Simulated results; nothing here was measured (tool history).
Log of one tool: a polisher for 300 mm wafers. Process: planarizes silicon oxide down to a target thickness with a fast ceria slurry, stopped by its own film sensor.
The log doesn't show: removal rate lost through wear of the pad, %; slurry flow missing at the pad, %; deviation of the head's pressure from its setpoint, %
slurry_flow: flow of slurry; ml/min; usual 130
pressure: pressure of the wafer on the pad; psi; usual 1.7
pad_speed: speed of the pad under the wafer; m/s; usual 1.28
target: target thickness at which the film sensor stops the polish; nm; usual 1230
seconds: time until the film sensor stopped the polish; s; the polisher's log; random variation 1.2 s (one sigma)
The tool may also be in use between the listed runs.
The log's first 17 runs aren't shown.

run   hour  slurry_flow  pressure  pad_speed  target  wafers since the last listed run  wafers polished on this pad  hours since the slurry nozzle was cleaned  hours since the head pressure was calibrated  incoming thickness of the incoming film, nm  seconds
 18  235.1          130       2.0       1.28    1049                               133                          558                                       51.6                                         589.4                                       2082.0     67.3
 19  276.0          130       1.7       1.28    1230                               513                         1072                                       92.5                                         630.3                                       2107.0     60.8
 20  289.1          130       1.7       1.28    1230                               164                         1236                                      105.6                                         643.4                                       2057.2     57.8
     297.8  -- worn pad replaced by a new one
 21  298.3          130       1.7       1.28    1230                                65                            6                                      114.8                                         652.6                                       2127.1     61.2
 22  307.6          110       1.3       1.28    1230                               116                          123                                      124.1                                         661.9                                       2095.4     75.2
 23  324.3          165       1.2       1.28    1094                               209                          333                                      140.8                                         678.6                                       2083.4     87.1
 24  335.6          130       2.3       1.00    1230                               141                          475                                      152.1                                         689.9                                       2062.5     58.7
 25  346.2          120       1.7       1.00    1424                               133                          608                                      162.7                                         700.5                                       2045.1     56.0
 26  359.6          130       2.2       1.28    1230                               168                          776                                      176.1                                         713.9                                       2074.3     48.2
 27  366.3          130       1.1       1.28    1230                                84                          860                                      182.8                                         720.6                                       2073.0     78.4
 28  384.0          130       1.7       1.28    1230                               222                         1082                                      200.5                                         738.3                                       2117.4     61.9
     389.9  -- head pressure recalibrated
 29  401.6          170       2.3       0.92     995                               195                         1278                                      218.1                                          11.7                                       2077.4     78.6
     411.4  -- worn pad replaced by a new one
 30  413.8          110       1.7       1.28    1230                               102                           29                                      230.3                                          23.9                                       2053.3     59.0
 31  428.8          145       1.7       0.94    1421                               188                          218                                      245.3                                          38.9                                       2112.8     63.1
 32  442.2          130       1.7       1.28    1230                               168                          386                                      258.7                                          52.3                                       2111.3     63.0
 33  466.9          130       2.1       1.28    1230                               310                          696                                      283.4                                          77.0                                       2078.3     48.7
 34  483.9          130       1.7       1.28    1230                               213                          910                                      300.4                                          94.0                                       2080.7     60.0
 35  498.4           90       1.7       1.28    1230                               182                         1092                                      314.9                                         108.5                                       2065.5     64.3
 36  508.7          130       1.7       1.04    1230                               129                         1221                                      325.2                                         118.8                                       2109.5     76.0
     520.0  -- worn pad replaced by a new one
 37  520.5          145       1.7       1.28    1230                                97                            6                                      337.0                                         130.6                                       2060.7     59.5
 38  526.3          165       1.7       1.50    1230                                72                           78                                      342.8                                         136.4                                       2053.2     48.6

Forecast each of these 3 alternatives for the next run:
  A  526.7          130       1.7       1.28    1039                                 5                           83                                      343.2                                         136.8                                       2041.3        ?
  B  526.7          105       2.2       1.08    1470                                 5                           83                                      343.2                                         136.8                                       2041.3        ?
  C  526.7          130       1.7       1.16    1230                                 5                           83                                      343.2                                         136.8                                       2041.3        ?

run  seconds
  A     73.6
  B     40.8
  C     64.7
Without the tool's hidden state the same runs would have given:
run  seconds
  A     73.6
  B     40.8
  C     64.7
